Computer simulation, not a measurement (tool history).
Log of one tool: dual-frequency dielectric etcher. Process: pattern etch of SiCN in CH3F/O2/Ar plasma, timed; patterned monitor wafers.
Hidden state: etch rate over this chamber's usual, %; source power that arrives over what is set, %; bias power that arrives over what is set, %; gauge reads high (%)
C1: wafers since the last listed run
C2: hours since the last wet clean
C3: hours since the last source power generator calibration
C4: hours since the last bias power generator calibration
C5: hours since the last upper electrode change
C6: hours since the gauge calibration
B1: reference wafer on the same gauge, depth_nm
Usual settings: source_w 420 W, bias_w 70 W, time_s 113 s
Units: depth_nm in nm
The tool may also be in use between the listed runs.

{"run": 1, "hour": 0.0, "source_w": 420, "bias_w": 57, "time_s": 113, "C1": 0, "C2": 332.5, "C3": 2010.7, "C4": 3889.7, "C5": 1830.6, "C6": 72.7, "B1": 53.74, "depth_nm": 43.87}
{"run": 2, "hour": 21.0, "source_w": 420, "bias_w": 57, "time_s": 113, "C1": 224, "C2": 353.5, "C3": 2031.7, "C4": 3910.7, "C5": 1851.6, "C6": 93.7, "B1": 53.62, "depth_nm": 43.82}
{"run": 3, "hour": 99.3, "source_w": 500, "bias_w": 70, "time_s": 113, "C1": 837, "C2": 431.8, "C3": 2110, "C4": 3989, "C5": 1929.9, "C6": 172, "B1": 53.66, "depth_nm": 50.53}
{"run": 4, "hour": 133.5, "source_w": 420, "bias_w": 70, "time_s": 91, "C1": 365, "C2": 466, "C3": 2144.2, "C4": 4023.2, "C5": 1964.1, "C6": 206.2, "B1": 53.74, "depth_nm": 38.71}
{"run": 5, "hour": 160.0, "source_w": 420, "bias_w": 70, "time_s": 91, "C1": 283, "C2": 492.5, "C3": 2170.7, "C4": 4049.7, "C5": 1990.6, "C6": 232.7, "B1": 53.67, "depth_nm": 38.61}
{"run": 6, "hour": 187.8, "source_w": 420, "bias_w": 70, "time_s": 91, "C1": 297, "C2": 520.3, "C3": 2198.5, "C4": 4077.5, "C5": 2018.4, "C6": 260.5, "B1": 53.68, "depth_nm": 38.39}
{"run": 7, "hour": 201.9, "source_w": 420, "bias_w": 82, "time_s": 113, "C1": 150, "C2": 534.4, "C3": 2212.6, "C4": 4091.6, "C5": 2032.5, "C6": 274.6, "B1": 53.74, "depth_nm": 51.28}
{"hour": 214.3, "done": "bias power generator calibrated"}
{"run": 8, "hour": 217.0, "source_w": 420, "bias_w": 70, "time_s": 113, "C1": 118, "C2": 549.5, "C3": 2227.7, "C4": 2.7, "C5": 2047.6, "C6": 289.7, "B1": 53.68, "depth_nm": 47.91}
{"hour": 241.4, "done": "source power generator calibrated"}
{"hour": 252.0, "done": "upper electrode replaced"}
{"hour": 252.7, "done": "wet clean of the chamber"}
{"run": 9, "hour": 253.2, "source_w": 370, "bias_w": 70, "time_s": 126.5, "C1": 223, "C2": 0.5, "C3": 11.8, "C4": 38.9, "C5": 1.2, "C6": 325.9, "B1": 53.57, "depth_nm": 49.89}
{"run": 10, "hour": 271.5, "source_w": 380, "bias_w": 60, "time_s": 144.5, "C1": 195, "C2": 18.8, "C3": 30.1, "C4": 57.2, "C5": 19.5, "C6": 344.2, "B1": 53.69, "depth_nm": 54.59}
{"hour": 277.5, "done": "gauge calibrated"}
{"run": 11, "hour": 298.6, "source_w": 420, "bias_w": 76, "time_s": 86.5, "C1": 289, "C2": 45.9, "C3": 57.2, "C4": 84.3, "C5": 46.6, "C6": 21.1, "B1": 53.69, "depth_nm": 36.9}
{"run": 12, "hour": 327.7, "source_w": 470, "bias_w": 70, "time_s": 113, "C1": 311, "C2": 75, "C3": 86.3, "C4": 113.4, "C5": 75.7, "C6": 50.2, "B1": 53.77, "depth_nm": 48.95}
{"run": 13, "hour": 339.9, "source_w": 330, "bias_w": 64, "time_s": 113, "C1": 130, "C2": 87.2, "C3": 98.5, "C4": 125.6, "C5": 87.9, "C6": 62.4, "B1": 53.73, "depth_nm": 41.77}
{"run": 14, "hour": 374.5, "source_w": 380, "bias_w": 70, "time_s": 136.5, "C1": 370, "C2": 121.8, "C3": 133.1, "C4": 160.2, "C5": 122.5, "C6": 97, "B1": 53.75, "depth_nm": 54.86}
{"run": 15, "hour": 393.3, "source_w": 420, "bias_w": 76, "time_s": 86.5, "C1": 201, "C2": 140.6, "C3": 151.9, "C4": 179, "C5": 141.3, "C6": 115.8, "B1": 53.69, "depth_nm": 37.18}
{"run": 16, "hour": 415.4, "source_w": 420, "bias_w": 70, "time_s": 113, "C1": 236, "C2": 162.7, "C3": 174, "C4": 201.1, "C5": 163.4, "C6": 137.9, "B1": 53.65, "depth_nm": 47.15}
{"run": 17, "hour": 436.0, "source_w": 480, "bias_w": 70, "time_s": 93, "C1": 220, "C2": 183.3, "C3": 194.6, "C4": 221.7, "C5": 184, "C6": 158.5, "B1": 53.72, "depth_nm": 40.48}

Forecast each of these 5 alternatives for the next run:
{"run": "A", "hour": 436.4, "source_w": 420, "bias_w": 70, "time_s": 113, "C1": 4, "C2": 183.7, "C3": 195, "C4": 222.1, "C5": 184.4, "C6": 158.9, "B1": "?", "depth_nm": "?"}
{"run": "B", "hour": 436.4, "source_w": 390, "bias_w": 75, "time_s": 144, "C1": 4, "C2": 183.7, "C3": 195, "C4": 222.1, "C5": 184.4, "C6": 158.9, "B1": "?", "depth_nm": "?"}
{"run": "C", "hour": 436.4, "source_w": 360, "bias_w": 52, "time_s": 84.5, "C1": 4, "C2": 183.7, "C3": 195, "C4": 222.1, "C5": 184.4, "C6": 158.9, "B1": "?", "depth_nm": "?"}
{"run": "D", "hour": 436.4, "source_w": 470, "bias_w": 70, "time_s": 93.5, "C1": 4, "C2": 183.7, "C3": 195, "C4": 222.1, "C5": 184.4, "C6": 158.9, "B1": "?", "depth_nm": "?"}
{"run": "E", "hour": 436.4, "source_w": 390, "bias_w": 64, "time_s": 103, "C1": 4, "C2": 183.7, "C3": 195, "C4": 222.1, "C5": 184.4, "C6": 158.9, "B1": "?", "depth_nm": "?"}

run=A B1=53.71 depth_nm=47.55
run=B B1=53.71 depth_nm=60.66
run=C B1=53.71 depth_nm=30.18
run=D B1=53.71 depth_nm=40.91
run=E B1=53.71 depth_nm=40.85
Without the tool's hidden state the same runs would have given:
run=A depth_nm=47.24
run=B depth_nm=60.26
run=C depth_nm=29.98
run=D depth_nm=40.64
run=E depth_nm=40.58
